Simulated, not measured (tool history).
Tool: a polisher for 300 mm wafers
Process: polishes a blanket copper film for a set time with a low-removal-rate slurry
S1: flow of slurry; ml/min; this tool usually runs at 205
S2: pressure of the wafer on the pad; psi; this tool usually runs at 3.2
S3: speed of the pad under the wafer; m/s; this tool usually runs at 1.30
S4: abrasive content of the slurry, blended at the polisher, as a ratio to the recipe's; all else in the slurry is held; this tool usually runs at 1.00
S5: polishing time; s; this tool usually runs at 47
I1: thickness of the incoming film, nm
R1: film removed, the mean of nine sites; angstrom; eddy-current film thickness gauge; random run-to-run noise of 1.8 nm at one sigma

run     day   S1   S2    S3    S4  S5      I1    R1
  1   0.000  205  3.2  1.30  1.00  47  1570.8  2299
  2   0.600  205  3.2  1.30  1.00  47  1601.8  2307
  3   1.858  205  2.4  1.30  1.00  54  1598.6  2215
  4   3.008  205  2.4  1.30  1.00  54  1587.4  2246
  5   4.058  205  3.2  1.62  1.00  47  1583.6  2904
  6   5.292  205  3.2  1.30  1.00  59  1593.7  2896
  7   6.596  205  3.2  1.30  1.00  59  1607.2  2889
  8   7.833  205  3.2  1.30  1.00  47  1582.5  2323
  9   8.362  205  3.2  1.30  1.00  47  1587.8  2284
 10   9.025  205  3.2  1.30  1.00  47  1554.2  2334
 11   9.567  205  3.2  1.30  1.00  47  1575.9  2277
 12  10.471  205  3.2  1.30  1.00  47  1576.5  2288
 13  11.142  205  3.2  1.30  1.00  47  1576.2  2306
 14  11.921  205  3.2  0.88  1.00  47  1599.0  1575
 15  12.467  205  3.2  1.30  1.00  47  1599.3  2309
 16  13.775  205  3.2  1.30  1.00  47  1608.6  2297
 17  15.067  205  3.2  1.30  1.00  47  1591.9  2333
 18  15.592  205  3.2  1.58  1.00  34  1564.6  2053
 19  17.033  225  3.7  1.74  1.00  41  1608.7  2992
 20  17.633  205  3.2  1.30  1.00  47  1604.0  2280
 21  21.142  145  3.2  1.30  1.00  53  1584.9  2430
 22  21.871  205  3.2  1.30  0.85  47  1569.8  2211
 23  23.029  205  3.2  1.00  1.00  35  1587.1  1322
 24  23.621  260  2.2  1.56  1.20  47  1563.1  2386
 25  24.383  205  3.2  1.30  1.00  47  1582.4  2317
 26  25.079  205  3.2  1.30  1.00  47  1599.7  2306
 27  26.283  140  4.0  1.72  0.80  47  1596.1  3131
 28  27.221  205  2.7  1.66  1.00  47  1592.3  2658
 29  28.375  205  3.2  1.30  1.00  47  1606.2  2310
 30  29.271  235  3.2  1.30  1.00  47  1577.9  2394
 31  30.225  205  2.2  1.30  1.00  47  1595.6  1835

Withheld: 8 entries from between the runs. Position of each, and hidden state at the listed run before versus the listed run after:
After run 3, before run 4: head pressure recalibrated (day 2.988)
  the hidden state is the same at both runs
After run 8, before run 9: worn pad replaced by a new one (day 8.121)
  the hidden state is the same at both runs
After run 10, before run 11: slurry blender recalibrated (day 9.375)
  the hidden state is the same at both runs
After run 17, before run 18: worn pad replaced by a new one (day 15.258); slurry nozzle cleaned (day 15.350)
  the hidden state is the same at both runs
After run 23, before run 24: worn pad replaced by a new one (day 23.429)
  the hidden state is the same at both runs
After run 28, before run 29: slurry blender recalibrated (day 27.525); head pressure recalibrated (day 28.138)
  the hidden state is the same at both runs

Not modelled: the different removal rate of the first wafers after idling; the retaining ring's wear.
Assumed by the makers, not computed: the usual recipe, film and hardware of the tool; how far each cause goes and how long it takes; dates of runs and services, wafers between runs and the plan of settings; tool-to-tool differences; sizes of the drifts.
